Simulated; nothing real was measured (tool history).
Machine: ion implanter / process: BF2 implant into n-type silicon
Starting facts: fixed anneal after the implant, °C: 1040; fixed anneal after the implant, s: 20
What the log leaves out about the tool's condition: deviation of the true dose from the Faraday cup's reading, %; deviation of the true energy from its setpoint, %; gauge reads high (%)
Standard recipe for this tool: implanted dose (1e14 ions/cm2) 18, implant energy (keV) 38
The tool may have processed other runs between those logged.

run	hour	implanted dose (1e14 ions/cm2)	implant energy (keV)	wafers since the last listed run	hours since the last dose calibration	hours since the extraction supply was calibrated	hours since the gauge calibration	read-back reference wafer on the same gauge, sheet resistance	sheet resistance of the implanted and annealed layer (ohm/square)
1	0	18	34	0	1985	2735.5	361.9	87.78	110.78
2	32.1	18	34	672	2017.1	2767.6	394	87.74	110.49
3	48.8	18	38	350	2033.8	2784.3	410.7	87.75	106.13
4	70.3	18	38	450	2055.3	2805.8	432.2	87.75	106.12
5	105.5	21.08	40.5	737	2090.5	2841	467.4	87.66	99.83
6	136.8	21.08	40.5	656	2121.8	2872.3	498.7	87.68	99.66
7	149.1	18	38	257	2134.1	2884.6	511	87.67	105.9
8	171.1	18	38	461	2156.1	2906.6	533	87.6	105.94
9	204.7	18	38	704	2189.7	2940.2	566.6	87.62	105.86
10	225.1	18	38	427	2210.1	2960.6	587	87.57	105.69
11	258.4	18	38	697	2243.4	2993.9	620.3	87.56	106.23
# hour 271.6: extraction supply calibrated
12	281.5	14.04	38	316	2266.5	9.9	643.4	87.58	115.24
13	317.2	18	31	748	2302.2	45.6	679.1	87.57	114.42
14	333.4	18	32	339	2318.4	61.8	695.3	87.53	113.26
15	362.1	18	47	601	2347.1	90.5	724	87.54	97.61
16	376.4	12.62	42	299	2361.4	104.8	738.3	87.5	117.77
17	391.5	18	48.5	316	2376.5	119.9	753.4	87.51	96.55
# hour 416.8: gauge calibrated
# hour 427.9: Faraday cup replaced and dose calibrated
18	428.4	18	48.5	605	0.5	156.8	11.6	89.01	98.26
19	449.8	15.47	47	448	21.9	178.2	33	88.84	105.03
20	468.3	13.03	50.5	387	40.4	196.7	51.5	88.73	112.39
21	485.9	15.1	31	368	58	214.3	69.1	88.7	121.35
22	503.1	22.88	38	360	75.2	231.5	86.3	88.62	102.29
23	535.4	21.07	38	676	107.5	263.8	118.6	88.5	103.48
24	555.9	18	34	429	128	284.3	139.1	88.4	111.79
25	570.3	19.86	26.5	301	142.4	298.7	153.5	88.33	120.28
26	603.1	18	38	687	175.2	331.5	186.3	88.24	106.63
27	657.3	22.45	38	1135	229.4	385.7	240.5	88.11	101.86

Forecast each of these 3 alternatives for the next run:
A	657.7	18	42.5	8	229.8	386.1	240.9	?	?
B	657.7	20.45	25	8	229.8	386.1	240.9	?	?
C	657.7	13.28	45.5	8	229.8	386.1	240.9	?	?

run	read-back reference wafer on the same gauge, sheet resistance	sheet resistance of the implanted and annealed layer (ohm/square)
A	88.09	102.02
B	88.09	121.87
C	88.09	113.03
Without the tool's unlogged condition, the same runs would have read:
run	sheet resistance of the implanted and annealed layer (ohm/square)
A	103.05
B	123.1
C	114.17

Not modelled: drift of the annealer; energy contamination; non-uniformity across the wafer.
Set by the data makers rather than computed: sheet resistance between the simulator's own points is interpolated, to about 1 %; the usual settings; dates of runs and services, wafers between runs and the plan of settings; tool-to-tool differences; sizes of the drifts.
